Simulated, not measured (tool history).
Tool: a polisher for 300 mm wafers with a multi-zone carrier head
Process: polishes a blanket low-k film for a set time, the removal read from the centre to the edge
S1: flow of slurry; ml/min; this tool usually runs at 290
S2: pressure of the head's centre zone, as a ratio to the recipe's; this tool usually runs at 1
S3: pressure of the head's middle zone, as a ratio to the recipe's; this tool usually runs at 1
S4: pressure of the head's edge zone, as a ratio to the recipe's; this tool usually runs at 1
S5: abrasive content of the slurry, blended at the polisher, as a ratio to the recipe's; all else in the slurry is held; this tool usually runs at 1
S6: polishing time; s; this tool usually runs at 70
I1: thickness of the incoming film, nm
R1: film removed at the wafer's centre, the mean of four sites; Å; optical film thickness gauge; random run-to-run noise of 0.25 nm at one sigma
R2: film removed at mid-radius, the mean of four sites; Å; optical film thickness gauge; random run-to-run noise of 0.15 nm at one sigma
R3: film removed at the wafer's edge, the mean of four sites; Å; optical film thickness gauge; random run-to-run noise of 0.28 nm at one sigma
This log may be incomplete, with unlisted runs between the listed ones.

run 1 day=0 | S1=290 S2=1 S3=1 S4=1 S5=1 S6=82 | I1=618.8 | R1=238 R2=222 R3=222
run 2 day=0.938 | S1=290 S2=1 S3=1 S4=1 S5=1 S6=70 | I1=607.1 | R1=209 R2=188 R3=190
run 3 day=2.038 | S1=355 S2=1.04 S3=1 S4=1 S5=1.2 S6=70 | I1=605.7 | R1=240 R2=212 R3=212
run 4 day=3.071 | S1=320 S2=1 S3=1 S4=1 S5=1 S6=79 | I1=614 | R1=232 R2=214 R3=216
-- day=3.446 slurry nozzle cleaned
run 5 day=4.192 | S1=290 S2=1 S3=1 S4=1 S5=1 S6=70 | I1=608.1 | R1=209 R2=188 R3=186
run 6 day=6.233 | S1=290 S2=1 S3=1.04 S4=1 S5=1 S6=70 | I1=600 | R1=207 R2=193 R3=186
run 7 day=7.317 | S1=290 S2=1 S3=1 S4=1.08 S5=1 S6=56 | I1=603.4 | R1=165 R2=150 R3=159
run 8 day=8.017 | S1=290 S2=1 S3=1 S4=1.08 S5=1 S6=70 | I1=605.5 | R1=209 R2=189 R3=192
-- day=8.679 edge zone pressure recalibrated
-- day=9.367 worn pad replaced by a new one
run 9 day=9.496 | S1=290 S2=1 S3=0.91 S4=0.96 S5=1 S6=70 | I1=616 | R1=206 R2=174 R3=190
run 10 day=10.512 | S1=290 S2=1 S3=1 S4=1 S5=1 S6=70 | I1=614.2 | R1=203 R2=188 R3=183
-- day=10.729 centre zone pressure recalibrated
run 11 day=11.675 | S1=290 S2=1 S3=1 S4=1 S5=1 S6=70 | I1=616.5 | R1=180 R2=186 R3=188
run 12 day=13.017 | S1=290 S2=1 S3=1 S4=1.1 S5=0.9 S6=70 | I1=606.4 | R1=171 R2=173 R3=182
run 13 day=13.7 | S1=290 S2=1 S3=1 S4=1.09 S5=1 S6=87 | I1=604.9 | R1=230 R2=236 R3=250
run 14 day=14.358 | S1=290 S2=1 S3=1 S4=1 S5=1 S6=70 | I1=602.2 | R1=183 R2=188 R3=192
run 15 day=15.696 | S1=290 S2=1 S3=1.09 S4=0.97 S5=0.8 S6=89 | I1=600.8 | R1=194 R2=215 R3=196
run 16 day=16.283 | S1=290 S2=1 S3=1 S4=1 S5=0.85 S6=48 | I1=622.5 | R1=113 R2=113 R3=117
run 17 day=17.638 | S1=290 S2=1 S3=0.94 S4=1 S5=1 S6=70 | I1=616.6 | R1=186 R2=178 R3=187
run 18 day=18.583 | S1=290 S2=1 S3=1 S4=1 S5=1.25 S6=70 | I1=613.8 | R1=216 R2=217 R3=219
-- day=19.388 worn pad replaced by a new one
-- day=19.525 slurry nozzle cleaned
run 19 day=19.546 | S1=195 S2=1 S3=1.09 S4=0.93 S5=0.8 S6=70 | I1=604.4 | R1=151 R2=162 R3=151
run 20 day=20.833 | S1=290 S2=1 S3=1 S4=0.9 S5=1 S6=70 | I1=614 | R1=191 R2=190 R3=175
run 21 day=21.646 | S1=345 S2=1 S3=1 S4=1 S5=1 S6=53 | I1=623.4 | R1=143 R2=144 R3=144

5 options for the next run, each taken on its own from the tool as it stands now. Forecast them:
run A day=21.662 | S1=290 S2=1 S3=1 S4=1.11 S5=1 S6=70 | I1=610.1 | R1=? R2=? R3=?
run B day=21.662 | S1=290 S2=0.93 S3=0.93 S4=1.09 S5=0.85 S6=70 | I1=610.1 | R1=? R2=? R3=?
run C day=21.662 | S1=220 S2=1 S3=1.1 S4=1 S5=0.8 S6=70 | I1=610.1 | R1=? R2=? R3=?
run D day=21.662 | S1=290 S2=1 S3=1.09 S4=1.11 S5=1.2 S6=62 | I1=610.1 | R1=? R2=? R3=?
run E day=21.662 | S1=290 S2=0.94 S3=1 S4=0.89 S5=1 S6=70 | I1=610.1 | R1=? R2=? R3=?

run=A R1=190 R2=189 R3=196
run=B R1=156 R2=157 R3=172
run=C R1=155 R2=167 R3=153
run=D R1=188 R2=201 R3=194
run=E R1=178 R2=189 R3=176
With no hidden state in the tool, these same runs would have given:
run=A R1=183 R2=189 R3=196
run=B R1=150 R2=157 R3=172
run=C R1=149 R2=167 R3=153
run=D R1=181 R2=201 R3=194
run=E R1=172 R2=189 R3=176
